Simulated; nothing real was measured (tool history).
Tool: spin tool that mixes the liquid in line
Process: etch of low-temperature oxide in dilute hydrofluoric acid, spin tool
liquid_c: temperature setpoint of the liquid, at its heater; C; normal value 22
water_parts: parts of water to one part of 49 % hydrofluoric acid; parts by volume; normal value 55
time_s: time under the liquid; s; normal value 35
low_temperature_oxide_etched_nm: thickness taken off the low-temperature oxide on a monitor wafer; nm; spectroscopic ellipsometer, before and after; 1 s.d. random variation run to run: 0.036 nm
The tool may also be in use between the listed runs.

run   hour  liquid_c  water_parts  time_s  read-back film thickness of the low-temperature oxide reference wafer, read on the same gauge (nm)  low_temperature_oxide_etched_nm
  1      0        22           55      35                                                                                                  90                            11.21
  2   13.9        22           55      35                                                                                                  90                            11.27
  3     22        22           55      35                                                                                               90.03                            11.26
  4   39.8        22           55      35                                                                                               90.02                            11.26
  5   50.5        22           55      35                                                                                               90.02                            11.32
  6   67.8        22           55      35                                                                                               90.02                            11.28
  7   76.1        22           55      35                                                                                               90.03                            11.29
  8   92.3        22           55      35                                                                                               90.02                            11.34
  9   98.9        22           55      35                                                                                                  90                             11.3
 10  107.3        22           55      35                                                                                               89.98                            11.35
 11  124.5        22           40      35                                                                                                  90                            15.92
 12  136.1        22           40      35                                                                                               90.01                            15.87
 13  147.5      20.5           40      55                                                                                                  90                            23.48
     150.5  -- thermometer replaced
 14    159        22           55      30                                                                                               89.98                             9.08
 15  168.3        22           55      50                                                                                               90.03                            15.24
 16  175.2      18.5           55      45                                                                                               90.03                            11.73
     184.5  -- hydrofluoric acid flow meter replaced
 17  188.7        22           80      35                                                                                               89.99                              7.1
     200.9  -- gauge calibrated
 18  202.1        22           45      20                                                                                               90.03                             7.52
 19  218.2        22           55      20                                                                                               90.01                             6.06
 20  236.1      26.5           55      20                                                                                               89.96                             7.31
 21  245.2        26           75      50                                                                                               90.03                            12.79
 22  252.1        22           55      35                                                                                                  90                            10.65
 23  260.8        22           55      35                                                                                               89.98                            10.64
 24  299.4        22           55      35                                                                                               90.01                            10.65

Some steps in low_temperature_oxide_etched_nm between neighbouring runs. How much of each would the tool show without its hidden state too (settings, what came in, random variation), and how much is left for the hidden state, with any gauge scatter that isn't in both results?
Hidden state at play: liquid hotter than its thermometer reads (K); hydrofluoric acid flow above the setpoint (%); gauge reads high (%).
Run 12 -> 13: liquid_c 22 -> 20.5, time_s 35 -> 55. low_temperature_oxide_etched_nm +7.61 nm: hidden state +0.73, all else +6.88.
Run 13 -> 14: liquid_c 20.5 -> 22, water_parts 40 -> 55, time_s 55 -> 30, thermometer replaced. low_temperature_oxide_etched_nm -14.4 nm: hidden state -1.94, all else -12.46.
